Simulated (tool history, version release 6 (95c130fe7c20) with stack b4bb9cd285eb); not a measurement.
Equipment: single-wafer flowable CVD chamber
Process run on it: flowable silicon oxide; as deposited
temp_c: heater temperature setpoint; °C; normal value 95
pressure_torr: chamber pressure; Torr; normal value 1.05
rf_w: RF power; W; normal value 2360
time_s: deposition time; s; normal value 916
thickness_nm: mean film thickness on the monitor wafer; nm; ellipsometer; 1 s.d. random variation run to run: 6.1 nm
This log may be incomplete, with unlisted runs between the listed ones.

run	day	temp_c	pressure_torr	rf_w	time_s	read-back reference wafer on the same gauge, thickness_nm	thickness_nm
1	0	95	1.05	2360	916	1260.518	1076.138
2	2.292	95	1.05	2360	916	1259.167	1075.69
3	4.788	95	1.05	2360	916	1259.451	1080.738
4	11.546	95	1.05	2565	916	1261.089	1108.143
5	14.975	95	1.05	2360	957	1260.337	1133.799
6	18.658	95	1.05	2360	957	1259.318	1130.531
7	20.742	95	1.05	2360	916	1259.851	1073.013
8	24.242	95	1.05	2360	916	1260.003	1082.978
9	26.104	95	1.05	2360	916	1259.623	1078.584
10	29.712	95	1.05	2645	916	1259.822	1107.96
11	35.754	95	1.05	2645	916	1260.474	1101.603
12	39.546	95	1.19	2015	778	1260.1	1015.815
13	41.25	102	0.83	2660	916	1260.76	661.445
14	45.288	95	0.88	2215	791	1259.506	772.143
15	47.333	95	1.05	2780	916	1259.483	1118.216
16	50.121	91	1.3	2360	916	1260.554	1567.256
17	52.088	95	1.05	2020	916	1259.777	1050.449
18	56.104	100	1.05	2360	1004	1258.489	990.308
19	58.067	95	1.05	2360	916	1259.764	1083.284
20	62.192	95	1.05	2740	744	1261.013	894.049
21	70.946	95	1.05	2360	916	1259.91	1083.049
22	75.15	95	1.24	2360	979	1260.399	1349.621
23	77.533	95	1.05	2360	916	1260.65	1083.963
24	81.188	102	1.05	2540	763	1258.526	692.032
25	83	95	0.85	2360	916	1259.902	862.404
26	85.617	95	1.26	2360	916	1260.082	1282.886
27	87.162	86	1.17	1890	846	1261.559	1475.384
28	90.942	95	1.3	2360	1097	1258.72	1597.465
29	92.988	95	1.3	2810	825	1260.52	1240.396

Withheld: 6 entries from between the runs. Position of each, and hidden state at the listed run before versus the listed run after:
From run 6 to run 7: gauge calibrated (day 18.954); RF generator calibrated (day 20.254)
  the hidden state is the same at both runs
From run 10 to run 11: thermocouple changed; heater temperature recalibrated (day 30.642); showerhead replaced (day 31.95)
  the hidden state is the same at both runs
From run 19 to run 20: capacitance manometer re-zeroed and calibrated (day 60.175)
  the hidden state is the same at both runs
From run 23 to run 24: gauge calibrated (day 79.054)
  the hidden state is the same at both runs
